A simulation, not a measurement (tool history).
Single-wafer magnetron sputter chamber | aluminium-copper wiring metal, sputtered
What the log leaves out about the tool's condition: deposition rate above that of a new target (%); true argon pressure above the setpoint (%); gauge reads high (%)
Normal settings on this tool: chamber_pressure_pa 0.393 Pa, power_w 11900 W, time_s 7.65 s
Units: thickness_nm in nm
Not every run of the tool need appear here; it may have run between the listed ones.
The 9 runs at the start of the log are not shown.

run    hour  chamber_pressure_pa  power_w  time_s  wafers since the last listed run  wafers on the sputter target  hours since the last manometer calibration  hours since the magnet pack was replaced  hours since the gauge calibration  read-back reference wafer on the same gauge, thickness_nm  thickness_nm
      619.6  -- sputter target and shields replaced
 10   664.5                0.393    13650    7.65                              5749                          2661                                      1738.9                                    9109.9                                989                                                    157.999        189.26
 11   714.3                0.393    13350    7.65                              2951                          5613                                      1788.7                                    9159.7                             1038.8                                                    157.977       184.145
 12   756.6                0.393    11900    6.67                              2507                          8120                                        1831                                      9202                             1081.1                                                    157.994       141.827
 13   796.9                0.393    11900    7.65                              2388                         10509                                      1871.3                                    9242.3                             1121.4                                                    157.968       163.512
 14   903.5                0.393    11900    7.65                              6318                         16828                                      1977.9                                    9348.9                               1228                                                    157.983       162.541
      990.7  -- capacitance manometer re-zeroed and calibrated
 15   996.8                0.393    11900    7.65                              5056                         21884                                         6.1                                    9442.2                             1321.3                                                    158.001        161.51
 16  1063.8                0.393    11900    7.65                              3971                         25855                                        73.1                                    9509.2                             1388.3                                                    158.086       161.222
     1138.7  -- sputter target and shields replaced
 17    1162                0.336    13200    7.65                              5346                          1380                                       171.3                                    9607.4                             1486.5                                                    158.017        188.52
 18    1221                0.393    11900    7.65                              3497                          4877                                       230.3                                    9666.4                             1545.5                                                    157.953       163.499
 19  1299.6                0.311    10000    8.18                              4659                          9536                                       308.9                                      9745                             1624.1                                                    157.999       153.247
 20  1336.5                0.535    11900    8.68                              2187                         11723                                       345.8                                    9781.9                               1661                                                    158.007       168.226
 21  1387.9                0.277     9400    6.63                              3046                         14770                                       397.2                                    9833.3                             1712.4                                                    157.987       118.637
     1435.8  -- gauge calibrated
 22  1456.4                0.393    13100     8.7                              4060                         18830                                       465.7                                    9901.8                               20.6                                                    158.028        201.85
 23  1564.3                0.251    14600    6.49                              6395                         25226                                       573.6                                   10009.7                              128.5                                                     158.03       183.267
 24  1661.1                0.393    13550    8.44                              5737                         30964                                       670.4                                   10106.5                              225.3                                                    157.976       202.294
     1702.8  -- sputter target and shields replaced
 25  1734.1                0.461    10750    6.89                              3852                          1853                                       743.4                                   10179.5                              298.3                                                    157.923       128.252
     1760.4  -- magnet pack replaced
 26    1838                0.273    11900    6.92                              5684                          7538                                       847.3                                      77.6                              402.2                                                    157.959       158.759
 27  1962.7                0.393    14150    8.04                              7391                         14929                                         972                                     202.3                              526.9                                                    157.961       202.796
 28  2058.3                0.393    11900     6.8                              5666                         20596                                      1067.6                                     297.9                              622.5                                                    158.054       143.204
 29  2146.4                0.437    14050    6.97                              5222                         25818                                      1155.7                                       386                              710.6                                                    157.995       169.638
     2168.8  -- sputter target and shields replaced
 30  2185.6                0.393    10250    6.28                              1849                           993                                      1194.9                                     425.2                              749.8                                                    157.962         116.6
 31  2239.9                0.393    13650    7.65                              3218                          4211                                      1249.2                                     479.5                              804.1                                                    157.996       187.941
 32  2320.8                0.503    10650    8.94                              4795                          9007                                      1330.1                                     560.4                                885                                                     158.01       159.944
 33  2411.3                0.393    11900    7.65                              5364                         14371                                      1420.6                                     650.9                              975.5                                                     158.02       163.155

Branching from run 33: 5 alternative next runs. What would each branch give?
  A  2411.7                0.393    11900    7.65                                23                         14395                                        1421                                     651.3                              975.9                                                          ?             ?
  B  2411.7                0.316    14350    9.01                                23                         14395                                        1421                                     651.3                              975.9                                                          ?             ?
  C  2411.7                0.529    13750    6.29                                23                         14395                                        1421                                     651.3                              975.9                                                          ?             ?
  D  2411.7                0.322    11900     6.8                                23                         14395                                        1421                                     651.3                              975.9                                                          ?             ?
  E  2411.7                0.453     9950    8.51                                23                         14395                                        1421                                     651.3                              975.9                                                          ?             ?

run  read-back reference wafer on the same gauge, thickness_nm  thickness_nm
  A                                                    158.042       162.952
  B                                                    158.042       242.605
  C                                                    158.042       142.735
  D                                                    158.042       151.276
  E                                                    158.042       146.185
Without the tool's hidden state the same runs would have given:
run  thickness_nm
  A       164.633
  B        245.56
  C       143.765
  D       153.096
  E       147.489
